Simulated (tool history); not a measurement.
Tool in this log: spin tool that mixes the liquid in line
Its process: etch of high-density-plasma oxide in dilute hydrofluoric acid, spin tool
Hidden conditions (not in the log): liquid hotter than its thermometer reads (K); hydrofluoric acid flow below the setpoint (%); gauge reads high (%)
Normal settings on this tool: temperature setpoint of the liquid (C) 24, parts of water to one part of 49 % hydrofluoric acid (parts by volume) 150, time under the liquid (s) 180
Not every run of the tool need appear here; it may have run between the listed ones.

run,hour,temperature setpoint of the liquid (C),parts of water to one part of 49 % hydrofluoric acid (parts by volume),time under the liquid (s),wafers since the last listed run,hours since the thermometer was replaced,hours since the hydrofluoric acid flow meter was replaced,hours since the gauge calibration,"read-back film thickness of the high-density-plasma oxide reference wafer, read on the same gauge (nm)",thickness taken off the high-density-plasma oxide on a monitor wafer (nm)
1,0,24,150,180,0,1167.9,108.4,804.6,149.95,10.76
2,48.3,24,150,180,440,1216.2,156.7,852.9,149.95,10.92
3,110.2,24,150,180,564,1278.1,218.6,914.8,149.98,10.87
# hour 205.3: thermometer replaced
4,384.1,24,150,180,2487,178.8,492.5,1188.7,150.03,10.74
5,430.6,24,150,180,423,225.3,539,1235.2,150,10.85
6,487.5,24,150,180,518,282.2,595.9,1292.1,150.01,10.74
7,659.4,24,115,250,1566,454.1,767.8,1464,150,20.35
8,704.6,24,115,250,411,499.3,813,1509.2,149.99,20.31
9,746.9,24,115,250,385,541.6,855.3,1551.5,150.01,20.35
10,814.7,24,150,180,617,609.4,923.1,1619.3,150.03,10.92
11,883.9,24,150,135,630,678.6,992.3,1688.5,149.94,8.1
# hour 1005.2: hydrofluoric acid flow meter replaced
12,1180.8,27,150,105,2697,975.5,175.6,1985.4,150.05,7.1
13,1445.2,21,100,250,2409,1239.9,440,2249.8,150,20.97
14,1507.8,24,150,180,570,1302.5,502.6,2312.4,149.98,10.88
15,1546.6,24,190,180,353,1341.3,541.4,2351.2,149.98,8.22
16,1608.4,24,150,95,563,1403.1,603.2,2413,150.01,5.71
17,1648.9,24,150,270,369,1443.6,643.7,2453.5,150.04,16.19
# hour 1682.4: gauge calibrated
18,1685.2,22,175,270,330,1479.9,680,2.8,150.01,12.59
19,1834.8,19,150,180,1363,1629.5,829.6,152.4,149.97,8.72
# hour 1844.6: thermometer replaced
# hour 1970: hydrofluoric acid flow meter replaced
20,2106.4,24,170,180,2457,261.8,136.4,424,150.01,9.42
21,2142.6,24,150,180,329,298,172.6,460.2,149.95,10.88
22,2246.2,28.5,115,125,944,401.6,276.2,563.8,149.98,12.24
23,2323.7,24,150,180,706,479.1,353.7,641.3,149.98,10.63
24,2412.3,25.5,85,275,807,567.7,442.3,729.9,149.98,33.47
25,2451,27,200,145,352,606.4,481,768.6,149.99,7.06
26,2540.5,24,115,250,815,695.9,570.5,858.1,150.02,20.43
27,2581.8,24,200,180,376,737.2,611.8,899.4,150.05,7.61
28,2663.8,21,150,180,747,819.2,693.8,981.4,149.97,9.63
29,2718,24,150,180,494,873.4,748,1035.6,150.04,10.71
30,2758.5,24,150,180,369,913.9,788.5,1076.1,150.03,10.93
31,2798.9,24,150,115,368,954.3,828.9,1116.5,149.98,6.95
32,2844,29,220,100,411,999.4,874,1161.6,149.98,4.55
# hour 2850: hydrofluoric acid flow meter replaced
33,2951.3,24,100,180,968,1106.7,101.3,1268.9,149.99,17.27

For each entry between runs, how does the tool's hidden state at the last listed run before it compare with that at the first listed run after it?
From run 3 to run 4: thermometer replaced (hour 205.3)
  the hidden state is the same at both runs
From run 11 to run 12: hydrofluoric acid flow meter replaced (hour 1005.2)
  the hidden state is the same at both runs
From run 17 to run 18: gauge calibrated (hour 1682.4)
  the hidden state is the same at both runs
From run 19 to run 20: thermometer replaced (hour 1844.6); hydrofluoric acid flow meter replaced (hour 1970)
  the hidden state is the same at both runs
From run 32 to run 33: hydrofluoric acid flow meter replaced (hour 2850)
  the hidden state is the same at both runs
